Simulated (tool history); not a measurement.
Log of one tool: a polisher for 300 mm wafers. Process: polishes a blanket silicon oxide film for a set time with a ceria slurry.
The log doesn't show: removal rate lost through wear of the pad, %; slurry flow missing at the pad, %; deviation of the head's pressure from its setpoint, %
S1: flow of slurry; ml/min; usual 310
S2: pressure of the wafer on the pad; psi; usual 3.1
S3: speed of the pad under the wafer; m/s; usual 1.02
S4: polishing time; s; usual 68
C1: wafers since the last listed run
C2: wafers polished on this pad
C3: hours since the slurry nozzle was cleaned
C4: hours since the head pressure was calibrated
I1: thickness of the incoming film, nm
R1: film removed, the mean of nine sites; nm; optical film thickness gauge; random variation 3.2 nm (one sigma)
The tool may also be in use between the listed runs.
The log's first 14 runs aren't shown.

| run | hour | S1 | S2 | S3 | S4 | C1 | C2 | C3 | C4 | I1 | R1 |
|---|---|---|---|---|---|---|---|---|---|---|---|
|  | 199.4 | head pressure recalibrated |
| 15 | 206.4 | 310 | 3.1 | 1.02 | 68 | 202 | 787 | 21.2 | 7.0 | 1335.2 | 266.5 |
| 16 | 221.0 | 310 | 3.1 | 1.02 | 58 | 232 | 1019 | 35.8 | 21.6 | 1366.1 | 227.4 |
| 17 | 238.5 | 310 | 3.1 | 0.68 | 68 | 278 | 1297 | 53.3 | 39.1 | 1340.4 | 199.8 |
|  | 251.2 | worn pad replaced by a new one |
| 18 | 254.9 | 310 | 4.1 | 0.70 | 68 | 197 | 59 | 69.7 | 55.5 | 1328.2 | 260.3 |
| 19 | 267.8 | 310 | 2.7 | 1.26 | 68 | 205 | 264 | 82.6 | 68.4 | 1363.8 | 297.4 |
| 20 | 284.5 | 350 | 4.2 | 1.36 | 68 | 265 | 530 | 99.3 | 85.1 | 1353.1 | 448.9 |
| 21 | 293.1 | 310 | 3.1 | 1.02 | 68 | 136 | 666 | 107.9 | 93.7 | 1346.6 | 267.9 |
| 22 | 305.9 | 310 | 3.1 | 1.02 | 68 | 203 | 870 | 120.7 | 106.5 | 1339.5 | 271.9 |
| 23 | 319.1 | 310 | 3.1 | 1.02 | 68 | 210 | 1080 | 133.9 | 119.7 | 1331.8 | 268.6 |
|  | 332.8 | worn pad replaced by a new one |
| 24 | 333.6 | 275 | 2.1 | 1.02 | 68 | 167 | 12 | 148.4 | 134.2 | 1336.5 | 215.3 |
| 25 | 351.5 | 310 | 3.1 | 1.34 | 48 | 284 | 297 | 166.3 | 152.1 | 1349.1 | 246.0 |
| 26 | 366.8 | 310 | 3.1 | 1.22 | 68 | 243 | 540 | 181.6 | 167.4 | 1351.6 | 320.7 |
| 27 | 379.5 | 310 | 3.1 | 0.86 | 68 | 202 | 742 | 194.3 | 180.1 | 1333.8 | 240.4 |
|  | 411.6 | worn pad replaced by a new one |
| 28 | 417.2 | 310 | 3.1 | 1.02 | 68 | 536 | 89 | 232.0 | 217.8 | 1344.1 | 284.6 |
| 29 | 429.1 | 310 | 3.1 | 1.02 | 58 | 189 | 279 | 243.9 | 229.7 | 1320.3 | 243.7 |
| 30 | 440.2 | 390 | 3.1 | 0.66 | 68 | 176 | 455 | 255.0 | 240.8 | 1324.3 | 204.7 |
| 31 | 450.9 | 310 | 3.1 | 1.02 | 68 | 170 | 626 | 265.7 | 251.5 | 1353.7 | 282.4 |

3 ways to go on from here, each from the tool as it stands after run 31. What would each give?
| A | 451.3 | 310 | 3.1 | 1.02 | 68 | 6 | 632 | 266.1 | 251.9 | 1317.6 | ? |
| B | 451.3 | 310 | 3.1 | 0.92 | 47 | 6 | 632 | 266.1 | 251.9 | 1317.6 | ? |
| C | 451.3 | 310 | 3.1 | 0.82 | 68 | 6 | 632 | 266.1 | 251.9 | 1317.6 | ? |

| run | R1 |
|---|---|
| A | 273.2 |
| B | 174.4 |
| C | 231.5 |
Without the tool's hidden state the same runs would have given:
| run | R1 |
|---|---|
| A | 282.0 |
| B | 180.1 |
| C | 239.0 |
